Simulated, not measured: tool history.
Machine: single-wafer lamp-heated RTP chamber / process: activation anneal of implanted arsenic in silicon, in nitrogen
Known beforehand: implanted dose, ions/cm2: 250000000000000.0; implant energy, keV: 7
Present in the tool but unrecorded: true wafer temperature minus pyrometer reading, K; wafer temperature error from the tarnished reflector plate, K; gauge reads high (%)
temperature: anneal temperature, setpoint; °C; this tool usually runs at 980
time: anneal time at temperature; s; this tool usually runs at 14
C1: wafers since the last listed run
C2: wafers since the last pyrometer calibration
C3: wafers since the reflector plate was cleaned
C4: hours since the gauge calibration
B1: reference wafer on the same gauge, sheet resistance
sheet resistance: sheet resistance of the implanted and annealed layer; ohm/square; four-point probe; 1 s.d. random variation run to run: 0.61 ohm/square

Run 1, hour 0.0: usual settings but temperature 962 °C; C1 0; C2 3157; C3 5858; C4 709.1; B1 395.13. Result: sheet resistance 405.29 ohm/square.
Run 2, hour 14.7: usual settings but time 9 s; C1 127; C2 3284; C3 5986; C4 723.8; B1 395.07. Result: sheet resistance 405.70 ohm/square.
Run 3, hour 27.4: usual settings but temperature 996 °C; C1 110; C2 3395; C3 6097; C4 736.5; B1 395.04. Result: sheet resistance 397.35 ohm/square.
Run 4, hour 41.7: usual settings but temperature 996 °C; C1 124; C2 3519; C3 6221; C4 750.8; B1 394.75. Result: sheet resistance 396.97 ohm/square.
Run 5, hour 53.4: usual settings but time 16 s; C1 101; C2 3621; C3 6323; C4 762.5; B1 394.91. Result: sheet resistance 400.65 ohm/square.
Run 6, hour 63.7: usual settings but time 16 s; C1 89; C2 3710; C3 6412; C4 772.8; B1 395.07. Result: sheet resistance 400.79 ohm/square.
Run 7, hour 80.8: usual settings; C1 148; C2 3859; C3 6561; C4 789.9; B1 394.97. Result: sheet resistance 402.04 ohm/square.
Run 8, hour 94.2: usual settings; C1 116; C2 3976; C3 6677; C4 803.3; B1 395.00. Result: sheet resistance 401.71 ohm/square.
Run 9, hour 103.2: usual settings but temperature 967 °C; C1 78; C2 4054; C3 6755; C4 812.3; B1 394.97. Result: sheet resistance 404.49 ohm/square.
Run 10, hour 115.0: usual settings; C1 102; C2 4156; C3 6858; C4 824.1; B1 395.32. Result: sheet resistance 401.55 ohm/square.
At hour 133.3: gauge calibrated.
At hour 144.7: pyrometer window cleaned and pyrometer calibrated.
At hour 164.3: reflector plate cleaned.
Run 11, hour 164.8: usual settings; C1 293; C2 105; C3 3; C4 31.5; B1 395.13. Result: sheet resistance 404.54 ohm/square.
Run 12, hour 168.4: usual settings; C1 31; C2 136; C3 35; C4 35.1; B1 394.98. Result: sheet resistance 403.37 ohm/square.
Run 13, hour 175.3: usual settings but temperature 956 °C, time 19 s; C1 59; C2 196; C3 95; C4 42.0; B1 395.00. Result: sheet resistance 405.09 ohm/square.
Run 14, hour 182.4: usual settings but temperature 997 °C, time 18 s; C1 61; C2 258; C3 156; C4 49.1; B1 395.17. Result: sheet resistance 397.00 ohm/square.
Run 15, hour 196.5: usual settings but temperature 997 °C, time 18 s; C1 122; C2 380; C3 279; C4 63.2; B1 395.23. Result: sheet resistance 396.35 ohm/square.
Run 16, hour 210.4: usual settings but temperature 959 °C, time 9 s; C1 120; C2 501; C3 400; C4 77.1; B1 394.87. Result: sheet resistance 409.62 ohm/square.
Run 17, hour 221.3: usual settings but temperature 958 °C, time 20 s; C1 94; C2 596; C3 495; C4 88.0; B1 394.87. Result: sheet resistance 404.72 ohm/square.
Run 18, hour 237.0: usual settings but temperature 1001 °C, time 20 s; C1 136; C2 732; C3 631; C4 103.7; B1 395.09. Result: sheet resistance 392.52 ohm/square.
Run 19, hour 252.9: usual settings but temperature 1000 °C; C1 138; C2 871; C3 769; C4 119.6; B1 395.01. Result: sheet resistance 398.37 ohm/square.
Run 20, hour 269.8: usual settings but temperature 990 °C, time 19 s; C1 146; C2 1017; C3 916; C4 136.5; B1 395.06. Result: sheet resistance 396.35 ohm/square.
Run 21, hour 281.6: usual settings but temperature 966 °C, time 6 s; C1 102; C2 1120; C3 1019; C4 148.3; B1 394.85. Result: sheet resistance 413.03 ohm/square.
Run 22, hour 290.0: usual settings but temperature 963 °C, time 9 s; C1 73; C2 1193; C3 1092; C4 156.7; B1 394.81. Result: sheet resistance 410.74 ohm/square.
Run 23, hour 301.6: usual settings; C1 100; C2 1294; C3 1193; C4 168.3; B1 395.02. Result: sheet resistance 402.91 ohm/square.
Run 24, hour 315.8: usual settings; C1 123; C2 1417; C3 1316; C4 182.5; B1 394.72. Result: sheet resistance 404.19 ohm/square.
Run 25, hour 326.7: usual settings; C1 94; C2 1512; C3 1411; C4 193.4; B1 394.82. Result: sheet resistance 403.71 ohm/square.
Run 26, hour 336.1: usual settings but temperature 997 °C; C1 81; C2 1594; C3 1493; C4 202.8; B1 394.79. Result: sheet resistance 397.46 ohm/square.
Run 27, hour 381.6: usual settings but temperature 963 °C, time 6 s; C1 395; C2 1989; C3 1888; C4 248.3; B1 394.86. Result: sheet resistance 411.17 ohm/square.
Run 28, hour 390.3: usual settings but time 7 s; C1 75; C2 2065; C3 1964; C4 257.0; B1 394.90. Result: sheet resistance 409.23 ohm/square.
Run 29, hour 408.3: usual settings but temperature 1001 °C; C1 156; C2 2222; C3 2120; C4 275.0; B1 395.13. Result: sheet resistance 397.54 ohm/square.
Run 30, hour 423.9: usual settings; C1 135; C2 2357; C3 2256; C4 290.6; B1 394.91. Result: sheet resistance 401.16 ohm/square.
Run 31, hour 439.2: usual settings; C1 133; C2 2490; C3 2389; C4 305.9; B1 394.78. Result: sheet resistance 401.64 ohm/square.
Run 32, hour 454.3: usual settings but temperature 1005 °C, time 11 s; C1 131; C2 2621; C3 2520; C4 321.0; B1 394.98. Result: sheet resistance 398.51 ohm/square.
Run 33, hour 468.0: usual settings; C1 119; C2 2741; C3 2639; C4 334.7; B1 395.08. Result: sheet resistance 402.02 ohm/square.
Run 34, hour 483.5: usual settings but temperature 996 °C; C1 134; C2 2875; C3 2774; C4 350.2; B1 395.22. Result: sheet resistance 398.52 ohm/square.
Run 35, hour 492.4: usual settings but temperature 954 °C, time 22 s; C1 77; C2 2953; C3 2851; C4 359.1; B1 395.27. Result: sheet resistance 402.97 ohm/square.
Run 36, hour 502.1: usual settings but temperature 1001 °C, time 20 s; C1 84; C2 3037; C3 2936; C4 368.8; B1 395.13. Result: sheet resistance 391.11 ohm/square.

For each entry between runs, how does the tool's hidden state at the last listed run before it compare with that at the first listed run after it?
Runs 10 to 11: gauge calibrated (hour 133.3); pyrometer window cleaned and pyrometer calibrated (hour 144.7); reflector plate cleaned (hour 164.3)
  true wafer temperature minus pyrometer reading, K: 12 -> 0.548
  measured less the result without the state, sheet resistance: -2.84 -> -0.12 ohm/square

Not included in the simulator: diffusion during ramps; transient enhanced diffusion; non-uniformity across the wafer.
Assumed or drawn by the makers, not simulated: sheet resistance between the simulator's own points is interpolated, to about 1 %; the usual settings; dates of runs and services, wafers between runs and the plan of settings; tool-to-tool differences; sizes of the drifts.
